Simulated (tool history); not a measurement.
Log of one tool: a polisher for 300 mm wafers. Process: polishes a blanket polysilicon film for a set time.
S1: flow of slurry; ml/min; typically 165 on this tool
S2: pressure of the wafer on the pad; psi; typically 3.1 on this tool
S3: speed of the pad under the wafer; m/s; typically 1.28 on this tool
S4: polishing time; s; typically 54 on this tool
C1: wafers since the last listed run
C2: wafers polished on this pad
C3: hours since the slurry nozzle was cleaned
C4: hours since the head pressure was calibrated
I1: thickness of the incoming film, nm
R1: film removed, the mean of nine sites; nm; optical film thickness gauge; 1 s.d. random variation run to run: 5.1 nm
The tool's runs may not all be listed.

Run 1, hour 0: usual settings; C1 0; C2 498; C3 114.8; C4 397.1; I1 1815.7. Result: R1 575.9 nm.
Run 2, hour 99.6: usual settings; C1 1192; C2 1690; C3 214.4; C4 496.7; I1 1825.5. Result: R1 577.8 nm.
Run 3, hour 200.2: usual settings; C1 1203; C2 2894; C3 315; C4 597.3; I1 1804.9. Result: R1 580.5 nm.
Run 4, hour 301.7: usual settings; C1 1214; C2 4109; C3 416.5; C4 698.8; I1 1791.6. Result: R1 570.9 nm.
Run 5, hour 408: usual settings; C1 1272; C2 5381; C3 522.8; C4 805.1; I1 1811. Result: R1 575.5 nm.
Run 6, hour 455: usual settings; C1 562; C2 5944; C3 569.8; C4 852.1; I1 1835.9. Result: R1 583.8 nm.
Run 7, hour 550.3: usual settings; C1 1140; C2 7084; C3 665.1; C4 947.4; I1 1821.7. Result: R1 576.3 nm.
At hour 565.3: head pressure recalibrated.
Run 8, hour 650.6: usual settings; C1 1176; C2 8261; C3 765.4; C4 85.3; I1 1837.5. Result: R1 572.4 nm.
Run 9, hour 694.8: usual settings; C1 528; C2 8790; C3 809.6; C4 129.5; I1 1810.5. Result: R1 576.8 nm.
At hour 775.7: slurry nozzle cleaned.
Run 10, hour 784.3: usual settings; C1 1059; C2 9849; C3 8.6; C4 219; I1 1823.5. Result: R1 582.1 nm.
Run 11, hour 830.3: usual settings but S3 1.06 m/s; C1 550; C2 10400; C3 54.6; C4 265; I1 1855.7. Result: R1 496.7 nm.
At hour 838.9: worn pad replaced by a new one.
Run 12, hour 896.4: usual settings but S3 1.06 m/s; C1 743; C2 687; C3 120.7; C4 331.1; I1 1825.5. Result: R1 489.1 nm.
Run 13, hour 985.7: usual settings but S1 190 ml/min, S4 49 s; C1 1068; C2 1756; C3 210; C4 420.4; I1 1828.1. Result: R1 531.9 nm.
Run 14, hour 1060.8: usual settings but S2 3.8 psi; C1 898; C2 2655; C3 285.1; C4 495.5; I1 1841.9. Result: R1 681.2 nm.
Run 15, hour 1158.4: usual settings but S3 1.5 m/s; C1 1168; C2 3823; C3 382.7; C4 593.1; I1 1815.8. Result: R1 653.5 nm.
Run 16, hour 1251: usual settings but S1 120 ml/min, S3 1.12 m/s; C1 1108; C2 4931; C3 475.3; C4 685.7; I1 1817. Result: R1 500.2 nm.
At hour 1519.8: head pressure recalibrated.
Run 17, hour 1564.3: usual settings but S3 1.1 m/s; C1 3725; C2 8657; C3 788.6; C4 44.5; I1 1831.1. Result: R1 508.2 nm.
At hour 1596.4: slurry nozzle cleaned.
At hour 1639.3: worn pad replaced by a new one.
Run 18, hour 1663.7: usual settings; C1 1129; C2 292; C3 67.3; C4 143.9; I1 1798.6. Result: R1 579.9 nm.
Run 19, hour 1755.8: usual settings but S1 150 ml/min, S4 64 s; C1 1102; C2 1394; C3 159.4; C4 236; I1 1810.8. Result: R1 675.4 nm.
Run 20, hour 1840.9: usual settings but S3 1.04 m/s; C1 1018; C2 2413; C3 244.5; C4 321.1; I1 1813.5. Result: R1 485.7 nm.
Run 21, hour 1921.5: usual settings but S2 3.9 psi, S4 45 s; C1 964; C2 3377; C3 325.1; C4 401.7; I1 1798.7. Result: R1 580.1 nm.
Run 22, hour 1985.2: usual settings but S2 4.1 psi; C1 762; C2 4140; C3 388.8; C4 465.4; I1 1828.9. Result: R1 732.3 nm.
Run 23, hour 2308: usual settings but S2 2.6 psi; C1 3863; C2 8003; C3 711.6; C4 788.2; I1 1814.7. Result: R1 494.9 nm.
At hour 2351.7: head pressure recalibrated.
Run 24, hour 2406.3: usual settings but S1 205 ml/min, S3 1.12 m/s, S4 64 s; C1 1152; C2 9155; C3 809.9; C4 54.6; I1 1803.1. Result: R1 623.6 nm.
At hour 2458.4: slurry nozzle cleaned.
At hour 2576.9: worn pad replaced by a new one.
Run 25, hour 2635.9: usual settings but S1 215 ml/min, S2 3.5 psi, S3 1.56 m/s, S4 39 s; C1 2688; C2 705; C3 177.5; C4 284.2; I1 1802.8. Result: R1 559 nm.
Run 26, hour 2716.1: usual settings; C1 959; C2 1665; C3 257.7; C4 364.4; I1 1802.7. Result: R1 574.6 nm.
Run 27, hour 2806.9: usual settings; C1 1086; C2 2752; C3 348.5; C4 455.2; I1 1860.9. Result: R1 574.9 nm.
Run 28, hour 2854.8: usual settings; C1 573; C2 3325; C3 396.4; C4 503.1; I1 1817. Result: R1 571.6 nm.
Run 29, hour 2945.2: usual settings but S1 120 ml/min, S2 2.3 psi, S3 1.68 m/s, S4 61 s; C1 1081; C2 4407; C3 486.8; C4 593.5; I1 1803.4. Result: R1 616.5 nm.
Run 30, hour 2999.3: usual settings; C1 647; C2 5055; C3 540.9; C4 647.6; I1 1845.9. Result: R1 574.1 nm.
Run 31, hour 3088.2: usual settings but S3 1.66 m/s; C1 1063; C2 6118; C3 629.8; C4 736.5; I1 1845.9. Result: R1 716.7 nm.
Run 32, hour 3166.6: usual settings; C1 938; C2 7057; C3 708.2; C4 814.9; I1 1832.3. Result: R1 577.4 nm.
At hour 3168.8: head pressure recalibrated.
At hour 3215.4: slurry nozzle cleaned.
Run 33, hour 3222.8: usual settings; C1 636; C2 7693; C3 7.4; C4 54; I1 1845.6. Result: R1 575.6 nm.
Run 34, hour 3296.3: usual settings but S3 1.42 m/s; C1 879; C2 8573; C3 80.9; C4 127.5; I1 1822.4. Result: R1 633.1 nm.
At hour 3378.7: worn pad replaced by a new one.
Run 35, hour 3388.4: usual settings but S1 150 ml/min, S2 4.1 psi; C1 1054; C2 116; C3 173; C4 219.6; I1 1849.7. Result: R1 724.6 nm.
Run 36, hour 3451.1: usual settings; C1 750; C2 866; C3 235.7; C4 282.3; I1 1812.1. Result: R1 584.8 nm.

What if the next run were any one of these 5? Each begins from the tool's condition after run 36:
Run A, hour 3451.5: usual settings; C1 4; C2 871; C3 236.1; C4 282.7; I1 1821.8. Result: R1 ?.
Run B, hour 3451.5: usual settings but S1 200 ml/min, S4 69 s; C1 4; C2 871; C3 236.1; C4 282.7; I1 1821.8. Result: R1 ?.
Run C, hour 3451.5: usual settings but S1 115 ml/min, S3 1.68 m/s, S4 73 s; C1 4; C2 871; C3 236.1; C4 282.7; I1 1821.8. Result: R1 ?.
Run D, hour 3451.5: usual settings but S3 0.9 m/s; C1 4; C2 871; C3 236.1; C4 282.7; I1 1821.8. Result: R1 ?.
Run E, hour 3451.5: usual settings but S4 72 s; C1 4; C2 871; C3 236.1; C4 282.7; I1 1821.8. Result: R1 ?.

run     R1
  A  575.3
  B  750.5
  C  938.7
  D  433.1
  E    767
Without the tool's hidden state the same runs would have given:
run     R1
  A  575.3
  B  750.5
  C  938.7
  D  433.1
  E    767

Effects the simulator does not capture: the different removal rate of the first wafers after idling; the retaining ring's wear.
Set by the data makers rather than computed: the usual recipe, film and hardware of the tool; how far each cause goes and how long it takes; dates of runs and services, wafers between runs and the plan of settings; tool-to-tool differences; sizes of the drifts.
